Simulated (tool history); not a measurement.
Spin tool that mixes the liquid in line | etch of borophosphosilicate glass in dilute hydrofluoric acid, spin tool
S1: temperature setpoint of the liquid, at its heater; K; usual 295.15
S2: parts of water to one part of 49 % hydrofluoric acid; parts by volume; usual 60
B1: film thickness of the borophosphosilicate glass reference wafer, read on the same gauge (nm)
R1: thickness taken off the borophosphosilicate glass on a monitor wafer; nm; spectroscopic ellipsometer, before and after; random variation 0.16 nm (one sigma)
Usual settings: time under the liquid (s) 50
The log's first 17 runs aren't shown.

-- day=62.583 thermometer replaced, repeated, since the last time left the tool worse
run 18 day=64.596 | S1=290.15 S2=40 time_under_the_liquid_(s)=25 | B1=130.04 | R1=17.1
run 19 day=68.071 | S1=295.15 S2=60 time_under_the_liquid_(s)=50 | B1=130.03 | R1=27.69
run 20 day=72.442 | S1=290.65 S2=40 time_under_the_liquid_(s)=70 | B1=129.98 | R1=49.17
run 21 day=76.804 | S1=295.15 S2=90 time_under_the_liquid_(s)=65 | B1=130 | R1=23.32
run 22 day=78.333 | S1=297.15 S2=90 time_under_the_liquid_(s)=60 | B1=130.01 | R1=23.57
run 23 day=81.508 | S1=292.65 S2=60 time_under_the_liquid_(s)=50 | B1=130.03 | R1=25.17
-- day=82.229 hydrofluoric acid flow meter replaced
run 24 day=83.542 | S1=291.65 S2=85 time_under_the_liquid_(s)=40 | B1=129.96 | R1=13.32
run 25 day=87.45 | S1=293.15 S2=45 time_under_the_liquid_(s)=20 | B1=130.02 | R1=14.05
run 26 day=89.079 | S1=295.15 S2=60 time_under_the_liquid_(s)=50 | B1=129.97 | R1=27.94
run 27 day=92.442 | S1=293.65 S2=60 time_under_the_liquid_(s)=70 | B1=129.98 | R1=37.25
run 28 day=95.892 | S1=290.65 S2=80 time_under_the_liquid_(s)=50 | B1=130 | R1=17.36
run 29 day=98.492 | S1=291.15 S2=50 time_under_the_liquid_(s)=35 | B1=130 | R1=20.39
-- day=99.317 gauge calibrated
run 30 day=101.588 | S1=295.15 S2=60 time_under_the_liquid_(s)=50 | B1=130.01 | R1=28.33
run 31 day=104.517 | S1=293.15 S2=85 time_under_the_liquid_(s)=50 | B1=129.95 | R1=17.99

Forecast each of these 4 alternatives for the next run:
run A day=104.533 | S1=295.15 S2=40 time_under_the_liquid_(s)=50 | B1=? | R1=?
run B day=104.533 | S1=290.65 S2=45 time_under_the_liquid_(s)=25 | B1=? | R1=?
run C day=104.533 | S1=297.15 S2=85 time_under_the_liquid_(s)=60 | B1=? | R1=?
run D day=104.533 | S1=291.65 S2=40 time_under_the_liquid_(s)=25 | B1=? | R1=?

run=A B1=130.01 R1=43.76
run=B B1=130.01 R1=15.96
run=C B1=130.01 R1=25.29
run=D B1=130.01 R1=18.86
Without the tool's hidden state the same runs would have given:
run=A R1=42.22
run=B R1=15.39
run=C R1=24.45
run=D R1=18.18

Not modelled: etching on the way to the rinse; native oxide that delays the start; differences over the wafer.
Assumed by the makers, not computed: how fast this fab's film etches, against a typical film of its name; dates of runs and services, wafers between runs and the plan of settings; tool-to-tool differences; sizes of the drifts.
